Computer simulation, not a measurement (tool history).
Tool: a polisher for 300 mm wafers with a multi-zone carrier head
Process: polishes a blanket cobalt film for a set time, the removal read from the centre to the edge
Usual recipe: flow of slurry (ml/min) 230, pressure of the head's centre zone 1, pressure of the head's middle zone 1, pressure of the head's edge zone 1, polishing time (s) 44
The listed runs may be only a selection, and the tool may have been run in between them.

run,hour,flow of slurry (ml/min),pressure of the head's centre zone,pressure of the head's middle zone,pressure of the head's edge zone,polishing time (s),wafers since the last listed run,wafers polished on this pad,hours since the slurry nozzle was cleaned,hours since the centre zone pressure was calibrated,hours since the edge zone pressure was calibrated,hours since the carrier head's membrane was replaced,"incoming thickness of the incoming film, nm",film removed at the wafer's centre (nm),film removed at mid-radius (nm),film removed at the wafer's edge (nm)
1,0,230,1,1,1,44,0,666,201.9,981.1,862.4,252.3,1188.7,225,238.3,238.7
# hour 57.2: slurry nozzle cleaned
2,76.8,230,1,1,1,44,811,1477,19.6,1057.9,939.2,329.1,1173.9,221,235.2,232.2
# hour 142: worn pad replaced by a new one
3,146.5,230,1,1,1,44,703,47,89.3,1127.6,1008.9,398.8,1173.5,219.8,240.4,231.6
4,194.3,230,1,1,1,44,511,559,137.1,1175.4,1056.7,446.6,1199.3,219.2,240.2,241.5
5,254.6,230,1,1,1,44,645,1204,197.4,1235.7,1117,506.9,1186.3,218.9,233.9,237.4
# hour 282.9: slurry nozzle cleaned
6,315,175,1,0.95,1,44,635,1840,32.1,1296.1,1177.4,567.3,1189.1,208.5,222.2,236.1
7,351.8,175,1,0.95,1,44,393,2234,68.9,1332.9,1214.2,604.1,1184.5,209.6,222.8,236
# hour 363.2: edge zone pressure recalibrated
# hour 401.7: worn pad replaced by a new one
8,402.1,230,1,1,1,44,474,4,119.2,1383.2,38.9,654.4,1206.2,211.1,237.4,230.2
# hour 422.4: carrier head's membrane replaced by a new one
9,454.4,230,1,1,1,44,506,510,171.5,1435.5,91.2,32,1198.6,209.4,238.2,242.7
# hour 480.5: slurry nozzle cleaned
10,524.5,260,1,1,1,44,739,1250,44,1505.6,161.3,102.1,1202.8,208.3,241.2,240.3
# hour 535.8: centre zone pressure recalibrated
11,558.6,155,0.95,1,0.96,51,343,1593,78.1,22.8,195.4,136.2,1191.6,247.7,264.8,260.4
12,588.4,175,1.09,1.06,1,44,318,1912,107.9,52.6,225.2,166,1206.7,243.4,246.3,238.1
# hour 619.3: worn pad replaced by a new one
13,658.1,150,1.1,0.95,1,44,703,415,177.6,122.3,294.9,235.7,1179.1,239.2,223.1,237.7
# hour 689.8: slurry nozzle cleaned
14,778.4,230,1,1,1,44,1276,1692,88.6,242.6,415.2,356,1197.4,233.4,235.9,234.9
# hour 842.7: worn pad replaced by a new one
15,843.2,160,1,0.9,1.04,56,650,4,153.4,307.4,480,420.8,1182.9,279.5,270.1,300.5
16,874.4,230,1,1,1,44,333,338,184.6,338.6,511.2,452,1195.9,234,234.9,241.4
# hour 931.1: slurry nozzle cleaned
17,943.6,260,1,1,1,44,729,1068,12.5,407.8,580.4,521.2,1172.2,236.7,240,238.7
# hour 969.3: carrier head's membrane replaced by a new one
18,998.3,230,1,1,0.91,35,531,1600,67.2,462.5,635.1,29,1199.4,182.8,194.7,179.1
# hour 1070: worn pad replaced by a new one
19,1070.5,230,1.04,1,1,44,729,5,139.4,534.7,707.3,101.2,1200.7,239,236.4,241.4
20,1121.2,230,1,1.05,1.05,44,542,548,190.1,585.4,758,151.9,1187,233,244.7,246.8
21,1158.2,230,1,1,1,44,395,943,227.1,622.4,795,188.9,1212,230.4,235.2,237.9

Below are 3 alternative next runs, each starting from the tool's condition after run 21. Predict each:
A,1158.6,230,1,1,1,36,4,948,227.5,622.8,795.4,189.3,1193.2,?,?,?
B,1158.6,260,0.88,1,1,44,4,948,227.5,622.8,795.4,189.3,1193.2,?,?,?
C,1158.6,150,1,1,1,44,4,948,227.5,622.8,795.4,189.3,1193.2,?,?,?

run,film removed at the wafer's centre (nm),film removed at mid-radius (nm),film removed at the wafer's edge (nm)
A,187.4,193.2,195.8
B,208.8,238.5,241
C,220.4,228.1,233.3
Stripped of hidden state, with their random variation kept, the same runs would have yielded:
run,film removed at the wafer's centre (nm),film removed at mid-radius (nm),film removed at the wafer's edge (nm)
A,194,193.2,195.8
B,216.2,238.4,241
C,228.1,228.1,233.2
